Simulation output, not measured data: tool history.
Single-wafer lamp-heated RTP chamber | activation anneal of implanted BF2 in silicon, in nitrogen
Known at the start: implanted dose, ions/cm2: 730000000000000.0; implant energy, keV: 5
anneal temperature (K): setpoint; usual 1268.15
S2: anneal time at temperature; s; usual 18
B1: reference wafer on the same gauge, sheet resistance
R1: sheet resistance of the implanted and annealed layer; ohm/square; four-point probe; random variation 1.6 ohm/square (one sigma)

{"run": 1, "day": 0.0, "anneal temperature (K)": 1247.15, "S2": 18, "B1": 440.61, "R1": 417.49}
{"day": 0.688, "done": "pyrometer window cleaned and pyrometer calibrated"}
{"run": 2, "day": 0.775, "anneal temperature (K)": 1268.15, "S2": 18, "B1": 439.92, "R1": 369.24}
{"run": 3, "day": 1.929, "anneal temperature (K)": 1268.15, "S2": 18, "B1": 439.58, "R1": 364.0}
{"run": 4, "day": 2.529, "anneal temperature (K)": 1268.15, "S2": 18, "B1": 440.58, "R1": 365.58}
{"run": 5, "day": 3.775, "anneal temperature (K)": 1268.15, "S2": 18, "B1": 440.05, "R1": 359.18}
{"run": 6, "day": 4.9, "anneal temperature (K)": 1244.15, "S2": 26, "B1": 439.9, "R1": 390.34}
{"run": 7, "day": 5.483, "anneal temperature (K)": 1244.15, "S2": 26, "B1": 440.32, "R1": 389.27}
{"day": 5.879, "done": "pyrometer window cleaned and pyrometer calibrated"}
{"day": 6.829, "done": "reflector plate cleaned"}
{"run": 8, "day": 6.85, "anneal temperature (K)": 1244.15, "S2": 26, "B1": 440.17, "R1": 436.7}
{"run": 9, "day": 8.008, "anneal temperature (K)": 1244.15, "S2": 26, "B1": 439.74, "R1": 430.01}
{"run": 10, "day": 9.308, "anneal temperature (K)": 1279.15, "S2": 13, "B1": 439.76, "R1": 371.19}
{"run": 11, "day": 10.454, "anneal temperature (K)": 1288.15, "S2": 13, "B1": 440.03, "R1": 349.04}
{"run": 12, "day": 11.529, "anneal temperature (K)": 1239.15, "S2": 18, "B1": 439.73, "R1": 468.69}
{"day": 12.121, "done": "pyrometer window cleaned and pyrometer calibrated"}
{"day": 12.333, "done": "gauge calibrated"}
{"run": 13, "day": 12.421, "anneal temperature (K)": 1280.15, "S2": 15, "B1": 440.02, "R1": 367.46}
{"run": 14, "day": 13.146, "anneal temperature (K)": 1268.15, "S2": 18, "B1": 439.29, "R1": 377.48}
{"run": 15, "day": 13.688, "anneal temperature (K)": 1268.15, "S2": 10, "B1": 439.18, "R1": 434.48}
{"run": 16, "day": 14.371, "anneal temperature (K)": 1295.15, "S2": 11, "B1": 440.66, "R1": 350.83}
{"run": 17, "day": 15.429, "anneal temperature (K)": 1240.15, "S2": 15, "B1": 440.94, "R1": 500.12}

The tool's hidden state at each run:
gauge reads high (%): 0 in every run
H1: true wafer temperature minus pyrometer reading, K
H2: wafer temperature error from the tarnished reflector plate, K
run=1 H1=7.86 H2=5.6
run=2 H1=0.93 H2=5.75
run=3 H1=2.54 H2=5.96
run=4 H1=3.37 H2=6.08
run=5 H1=5.11 H2=6.31
run=6 H1=6.67 H2=6.52
run=7 H1=7.49 H2=6.63
run=8 H1=2.07 H2=0.269
run=9 H1=3.68 H2=0.487
run=10 H1=5.49 H2=0.731
run=11 H1=7.08 H2=0.947
run=12 H1=8.58 H2=1.15
run=13 H1=0.75 H2=1.32
run=14 H1=1.76 H2=1.45
run=15 H1=2.51 H2=1.56
run=16 H1=3.46 H2=1.68
run=17 H1=4.94 H2=1.88

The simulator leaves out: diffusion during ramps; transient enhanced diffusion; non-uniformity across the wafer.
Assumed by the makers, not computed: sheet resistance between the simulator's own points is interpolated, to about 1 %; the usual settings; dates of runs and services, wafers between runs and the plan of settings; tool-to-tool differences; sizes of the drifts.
